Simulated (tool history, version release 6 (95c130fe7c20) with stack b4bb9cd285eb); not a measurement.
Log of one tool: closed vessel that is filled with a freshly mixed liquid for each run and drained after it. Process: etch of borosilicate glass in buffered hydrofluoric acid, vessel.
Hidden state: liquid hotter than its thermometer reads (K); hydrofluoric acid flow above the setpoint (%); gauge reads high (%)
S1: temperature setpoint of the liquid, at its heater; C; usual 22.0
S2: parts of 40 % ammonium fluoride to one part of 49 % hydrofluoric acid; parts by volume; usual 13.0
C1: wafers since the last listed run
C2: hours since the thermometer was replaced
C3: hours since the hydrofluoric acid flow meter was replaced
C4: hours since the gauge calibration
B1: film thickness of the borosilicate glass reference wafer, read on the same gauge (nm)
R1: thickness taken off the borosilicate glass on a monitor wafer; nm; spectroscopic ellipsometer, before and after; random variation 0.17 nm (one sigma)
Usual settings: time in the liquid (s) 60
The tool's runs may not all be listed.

{"run": 1, "day": 0.0, "S1": 22.0, "S2": 16.5, "time in the liquid (s)": 40, "C1": 0, "C2": 1203.3, "C3": 2533.9, "C4": 44.6, "B1": 59.95, "R1": 28.69}
{"run": 2, "day": 0.317, "S1": 22.0, "S2": 16.5, "time in the liquid (s)": 40, "C1": 544, "C2": 1210.9, "C3": 2541.5, "C4": 52.2, "B1": 60.02, "R1": 28.56}
{"run": 3, "day": 0.608, "S1": 22.0, "S2": 16.5, "time in the liquid (s)": 40, "C1": 501, "C2": 1217.9, "C3": 2548.5, "C4": 59.2, "B1": 59.98, "R1": 28.61}
{"run": 4, "day": 0.871, "S1": 22.0, "S2": 12.0, "time in the liquid (s)": 60, "C1": 451, "C2": 1224.2, "C3": 2554.8, "C4": 65.5, "B1": 59.99, "R1": 58.71}
{"run": 5, "day": 1.533, "S1": 22.0, "S2": 12.0, "time in the liquid (s)": 60, "C1": 1138, "C2": 1240.1, "C3": 2570.7, "C4": 81.4, "B1": 59.98, "R1": 59.39}
{"run": 6, "day": 1.829, "S1": 22.0, "S2": 13.0, "time in the liquid (s)": 60, "C1": 508, "C2": 1247.2, "C3": 2577.8, "C4": 88.5, "B1": 59.98, "R1": 54.89}
{"run": 7, "day": 2.362, "S1": 22.0, "S2": 13.0, "time in the liquid (s)": 60, "C1": 916, "C2": 1260.0, "C3": 2590.6, "C4": 101.3, "B1": 60.01, "R1": 54.15}
{"run": 8, "day": 2.875, "S1": 22.0, "S2": 13.0, "time in the liquid (s)": 60, "C1": 880, "C2": 1272.3, "C3": 2602.9, "C4": 113.6, "B1": 60.04, "R1": 54.46}
{"day": 2.946, "done": "hydrofluoric acid flow meter replaced"}
{"run": 9, "day": 3.133, "S1": 20.5, "S2": 18.0, "time in the liquid (s)": 60, "C1": 372, "C2": 1278.5, "C3": 4.5, "C4": 119.8, "B1": 59.94, "R1": 36.54}
{"run": 10, "day": 3.688, "S1": 22.0, "S2": 13.0, "time in the liquid (s)": 60, "C1": 952, "C2": 1291.8, "C3": 17.8, "C4": 133.1, "B1": 59.99, "R1": 54.85}
{"day": 3.771, "done": "gauge calibrated"}
{"run": 11, "day": 4.396, "S1": 19.5, "S2": 17.5, "time in the liquid (s)": 40, "C1": 1217, "C2": 1308.8, "C3": 34.8, "C4": 15.0, "B1": 60.0, "R1": 23.77}
{"run": 12, "day": 4.729, "S1": 22.0, "S2": 16.5, "time in the liquid (s)": 40, "C1": 572, "C2": 1316.8, "C3": 42.8, "C4": 23.0, "B1": 60.01, "R1": 28.8}
{"run": 13, "day": 5.217, "S1": 23.5, "S2": 13.0, "time in the liquid (s)": 60, "C1": 837, "C2": 1328.5, "C3": 54.5, "C4": 34.7, "B1": 59.97, "R1": 59.35}
{"day": 5.554, "done": "thermometer replaced"}
{"run": 14, "day": 5.704, "S1": 18.5, "S2": 9.0, "time in the liquid (s)": 60, "C1": 766, "C2": 3.6, "C3": 66.2, "C4": 46.4, "B1": 60.0, "R1": 54.45}
{"run": 15, "day": 6.342, "S1": 22.0, "S2": 13.0, "time in the liquid (s)": 45, "C1": 1095, "C2": 18.9, "C3": 81.5, "C4": 61.7, "B1": 59.97, "R1": 35.84}
{"run": 16, "day": 6.983, "S1": 22.0, "S2": 13.0, "time in the liquid (s)": 60, "C1": 1102, "C2": 34.3, "C3": 96.9, "C4": 77.1, "B1": 60.01, "R1": 47.53}

Forecast each of these 5 alternatives for the next run:
{"run": "A", "day": 7.012, "S1": 22.0, "S2": 13.0, "time in the liquid (s)": 60, "C1": 50, "C2": 35.0, "C3": 97.6, "C4": 77.8, "B1": "?", "R1": "?"}
{"run": "B", "day": 7.012, "S1": 26.0, "S2": 13.0, "time in the liquid (s)": 60, "C1": 50, "C2": 35.0, "C3": 97.6, "C4": 77.8, "B1": "?", "R1": "?"}
{"run": "C", "day": 7.012, "S1": 19.5, "S2": 13.0, "time in the liquid (s)": 60, "C1": 50, "C2": 35.0, "C3": 97.6, "C4": 77.8, "B1": "?", "R1": "?"}
{"run": "D", "day": 7.012, "S1": 22.0, "S2": 13.0, "time in the liquid (s)": 35, "C1": 50, "C2": 35.0, "C3": 97.6, "C4": 77.8, "B1": "?", "R1": "?"}
{"run": "E", "day": 7.012, "S1": 24.0, "S2": 15.0, "time in the liquid (s)": 60, "C1": 50, "C2": 35.0, "C3": 97.6, "C4": 77.8, "B1": "?", "R1": "?"}

run=A B1=59.95 R1=47.52
run=B B1=59.95 R1=58.87
run=C B1=59.95 R1=41.46
run=D B1=59.95 R1=27.72
run=E B1=59.95 R1=45.94
Without the tool's hidden state the same runs would have given:
run=A R1=47.13
run=B R1=58.40
run=C R1=41.11
run=D R1=27.49
run=E R1=45.57
